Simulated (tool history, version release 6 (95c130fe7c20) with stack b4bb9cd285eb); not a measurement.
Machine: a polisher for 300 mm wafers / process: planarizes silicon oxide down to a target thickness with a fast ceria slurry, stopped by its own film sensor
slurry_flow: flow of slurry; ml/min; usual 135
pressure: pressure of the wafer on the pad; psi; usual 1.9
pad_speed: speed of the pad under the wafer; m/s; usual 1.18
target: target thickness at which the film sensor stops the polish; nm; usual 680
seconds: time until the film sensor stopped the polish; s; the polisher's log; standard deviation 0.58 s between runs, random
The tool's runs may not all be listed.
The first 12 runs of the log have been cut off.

| run | hour | slurry_flow | pressure | pad_speed | target | wafers since the last listed run | wafers polished on this pad | hours since the slurry nozzle was cleaned | hours since the head pressure was calibrated | incoming thickness of the incoming film, nm | seconds |
|---|---|---|---|---|---|---|---|---|---|---|---|
|  | 306.1 | worn pad replaced by a new one |
| 13 | 306.6 | 135 | 1.9 | 1.18 | 680 | 322 | 7 | 54.7 | 315.5 | 1559.9 | 65.6 |
|  | 320.1 | head pressure recalibrated |
| 14 | 337.3 | 135 | 1.9 | 1.18 | 680 | 427 | 434 | 85.4 | 17.2 | 1550.5 | 67.8 |
| 15 | 355.1 | 135 | 1.9 | 1.18 | 680 | 264 | 699 | 103.2 | 35 | 1583.8 | 70.7 |
| 16 | 369.7 | 135 | 1.9 | 1.18 | 680 | 217 | 916 | 117.8 | 49.6 | 1583.4 | 71.8 |
| 17 | 401.2 | 135 | 1.9 | 1.06 | 527 | 468 | 1385 | 149.3 | 81.1 | 1571.5 | 89.5 |
| 18 | 415.3 | 135 | 1.9 | 1 | 466 | 209 | 1595 | 163.4 | 95.2 | 1575.5 | 98.5 |
| 19 | 451.1 | 120 | 1.9 | 1.3 | 389 | 532 | 2128 | 199.2 | 131 | 1566 | 86.7 |
| 20 | 473 | 135 | 1.5 | 0.98 | 502 | 325 | 2454 | 221.1 | 152.9 | 1571.9 | 117.2 |
|  | 486 | worn pad replaced by a new one |
| 21 | 486.5 | 135 | 2.3 | 1.18 | 680 | 141 | 8 | 234.6 | 166.4 | 1569.7 | 58.2 |
| 22 | 500.2 | 135 | 1.9 | 1.18 | 680 | 203 | 212 | 248.3 | 180.1 | 1557.7 | 68.3 |
| 23 | 525.3 | 135 | 1.6 | 1.4 | 680 | 373 | 585 | 273.4 | 205.2 | 1549.7 | 68.1 |
| 24 | 554.9 | 135 | 1.9 | 1.18 | 680 | 440 | 1026 | 303 | 234.8 | 1538.6 | 65.5 |
| 25 | 609.5 | 135 | 1.5 | 1.36 | 680 | 812 | 1838 | 357.6 | 289.4 | 1544.2 | 71.2 |
| 26 | 625.6 | 105 | 1.7 | 1.18 | 602 | 239 | 2078 | 373.7 | 305.5 | 1546.8 | 81.7 |
|  | 634.4 | slurry nozzle cleaned |
| 27 | 639.7 | 135 | 1.9 | 0.78 | 909 | 194 | 2273 | 5.3 | 319.6 | 1555.1 | 64.7 |
|  | 650.5 | worn pad replaced by a new one |
| 28 | 656.7 | 135 | 1.5 | 1.18 | 680 | 193 | 92 | 22.3 | 336.6 | 1546.2 | 79.1 |
|  | 721.1 | head pressure recalibrated |
| 29 | 764.5 | 135 | 2.1 | 1.18 | 680 | 1574 | 1667 | 130.1 | 43.4 | 1578.7 | 63.2 |
| 30 | 778.2 | 135 | 1.9 | 1.18 | 680 | 203 | 1871 | 143.8 | 57.1 | 1544.2 | 66.8 |
| 31 | 809.5 | 135 | 1.9 | 1.18 | 680 | 465 | 2336 | 175.1 | 88.4 | 1555.6 | 67.3 |
| 32 | 823.2 | 135 | 1.9 | 1.18 | 680 | 203 | 2540 | 188.8 | 102.1 | 1562.7 | 68.1 |

Predict each of these 4 candidate next runs independently; none follows another, all start after run 32:
| A | 823.6 | 150 | 1.9 | 1.18 | 680 | 5 | 2546 | 189.2 | 102.5 | 1571.6 | ? |
| B | 823.6 | 135 | 1.9 | 1.42 | 680 | 5 | 2546 | 189.2 | 102.5 | 1571.6 | ? |
| C | 823.6 | 135 | 2.1 | 1.06 | 880 | 5 | 2546 | 189.2 | 102.5 | 1571.6 | ? |
| D | 823.6 | 135 | 1.3 | 1.34 | 680 | 5 | 2546 | 189.2 | 102.5 | 1571.6 | ? |

| run | seconds |
|---|---|
| A | 67 |
| B | 59.2 |
| C | 52.5 |
| D | 87 |
With the hidden condition removed and each run's random variation left untouched, the same runs would have given:
| run | seconds |
|---|---|
| A | 68.8 |
| B | 60.7 |
| C | 53.9 |
| D | 89.3 |

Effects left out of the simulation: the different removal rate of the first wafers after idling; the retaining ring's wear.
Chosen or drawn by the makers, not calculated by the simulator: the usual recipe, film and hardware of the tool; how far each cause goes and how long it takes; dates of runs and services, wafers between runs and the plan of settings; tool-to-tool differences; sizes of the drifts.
